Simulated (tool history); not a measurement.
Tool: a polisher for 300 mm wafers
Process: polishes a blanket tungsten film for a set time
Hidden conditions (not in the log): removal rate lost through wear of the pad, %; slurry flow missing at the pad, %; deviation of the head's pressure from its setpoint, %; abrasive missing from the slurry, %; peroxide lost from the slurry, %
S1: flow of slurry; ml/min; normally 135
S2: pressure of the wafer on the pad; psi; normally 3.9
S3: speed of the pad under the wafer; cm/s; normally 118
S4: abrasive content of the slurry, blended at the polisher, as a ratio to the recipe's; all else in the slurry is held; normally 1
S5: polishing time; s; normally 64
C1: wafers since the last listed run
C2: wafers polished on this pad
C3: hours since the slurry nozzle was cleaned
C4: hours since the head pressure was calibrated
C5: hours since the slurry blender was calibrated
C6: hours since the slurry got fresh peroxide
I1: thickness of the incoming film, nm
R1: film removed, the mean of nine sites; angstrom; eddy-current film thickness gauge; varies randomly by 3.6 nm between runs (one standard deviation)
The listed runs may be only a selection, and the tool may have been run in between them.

run 1 hour=0 | S1=135 S2=3.9 S3=118 S4=1.1 S5=64 | C1=0 C2=1258 C3=73.3 C4=271.7 C5=13 C6=81.9 | I1=1079.7 | R1=3370
-- hour=27.9 worn pad replaced by a new one
run 2 hour=65.1 | S1=135 S2=3.9 S3=118 S4=1 S5=64 | C1=504 C2=307 C3=138.4 C4=336.8 C5=78.1 C6=147 | I1=1075.3 | R1=3223
-- hour=116.2 slurry tank refilled with fresh slurry and peroxide
run 3 hour=128.9 | S1=135 S2=4.6 S3=118 S4=1 S5=64 | C1=518 C2=825 C3=202.2 C4=400.6 C5=141.9 C6=12.7 | I1=1074.9 | R1=4085
run 4 hour=154.7 | S1=135 S2=4.6 S3=118 S4=1 S5=64 | C1=213 C2=1038 C3=228 C4=426.4 C5=167.7 C6=38.5 | I1=1085.1 | R1=3870
run 5 hour=186.1 | S1=135 S2=4.3 S3=118 S4=1 S5=53 | C1=259 C2=1298 C3=259.4 C4=457.8 C5=199.1 C6=69.9 | I1=1065.1 | R1=2907
-- hour=231.8 worn pad replaced by a new one
-- hour=305.9 slurry blender recalibrated
-- hour=319.5 slurry tank refilled with fresh slurry and peroxide
-- hour=356 slurry nozzle cleaned
run 6 hour=392.3 | S1=135 S2=3.9 S3=118 S4=1 S5=64 | C1=1636 C2=1292 C3=36.3 C4=664 C5=86.4 C6=72.8 | I1=1072 | R1=3272
-- hour=435.2 worn pad replaced by a new one
run 7 hour=435.7 | S1=135 S2=3.9 S3=118 S4=1 S5=64 | C1=325 C2=3 C3=79.7 C4=707.4 C5=129.8 C6=116.2 | I1=1051.5 | R1=3293
run 8 hour=502.1 | S1=135 S2=3.9 S3=90 S4=1 S5=77 | C1=548 C2=552 C3=146.1 C4=773.8 C5=196.2 C6=182.6 | I1=1063.1 | R1=2912
-- hour=537.8 slurry tank refilled with fresh slurry and peroxide
run 9 hour=564.3 | S1=135 S2=3.9 S3=90 S4=1 S5=77 | C1=505 C2=1057 C3=208.3 C4=836 C5=258.4 C6=26.5 | I1=1070 | R1=3144
-- hour=576.4 slurry blender recalibrated
run 10 hour=621.2 | S1=135 S2=3.9 S3=118 S4=1.1 S5=64 | C1=453 C2=1510 C3=265.2 C4=892.9 C5=44.8 C6=83.4 | I1=1070.7 | R1=3416
-- hour=633 worn pad replaced by a new one
run 11 hour=664 | S1=135 S2=3.9 S3=118 S4=1 S5=74 | C1=320 C2=255 C3=308 C4=935.7 C5=87.6 C6=126.2 | I1=1048.8 | R1=3786
-- hour=686.2 head pressure recalibrated
run 12 hour=695.3 | S1=165 S2=3.9 S3=118 S4=1 S5=64 | C1=241 C2=497 C3=339.3 C4=9.1 C5=118.9 C6=157.5 | I1=1070.2 | R1=3365
-- hour=743.1 slurry tank refilled with fresh slurry and peroxide
run 13 hour=748.4 | S1=135 S2=4.3 S3=118 S4=1 S5=53 | C1=430 C2=927 C3=392.4 C4=62.2 C5=172 C6=5.3 | I1=1076 | R1=3140
run 14 hour=791.6 | S1=135 S2=2.5 S3=118 S4=1 S5=64 | C1=356 C2=1284 C3=435.6 C4=105.4 C5=215.2 C6=48.5 | I1=1090.3 | R1=2375
-- hour=823.7 slurry nozzle cleaned
-- hour=825.5 slurry blender recalibrated
-- hour=840.4 worn pad replaced by a new one
run 15 hour=847 | S1=110 S2=3.4 S3=80 S4=0.9 S5=64 | C1=401 C2=54 C3=23.3 C4=160.8 C5=21.5 C6=103.9 | I1=1071.3 | R1=1957

The next listed run, before its measurement:
run 16 hour=914.2 | S1=135 S2=3.9 S3=118 S4=1 S5=72 | C1=554 C2=609 C3=90.5 C4=228 C5=88.7 C6=171.1 | I1=1068.3 | R1=?

Run 16 gave R1 3603 angstrom.
If the tool had no hidden condition, the same run with the same run-to-run variation would have returned R1 4218 angstrom.

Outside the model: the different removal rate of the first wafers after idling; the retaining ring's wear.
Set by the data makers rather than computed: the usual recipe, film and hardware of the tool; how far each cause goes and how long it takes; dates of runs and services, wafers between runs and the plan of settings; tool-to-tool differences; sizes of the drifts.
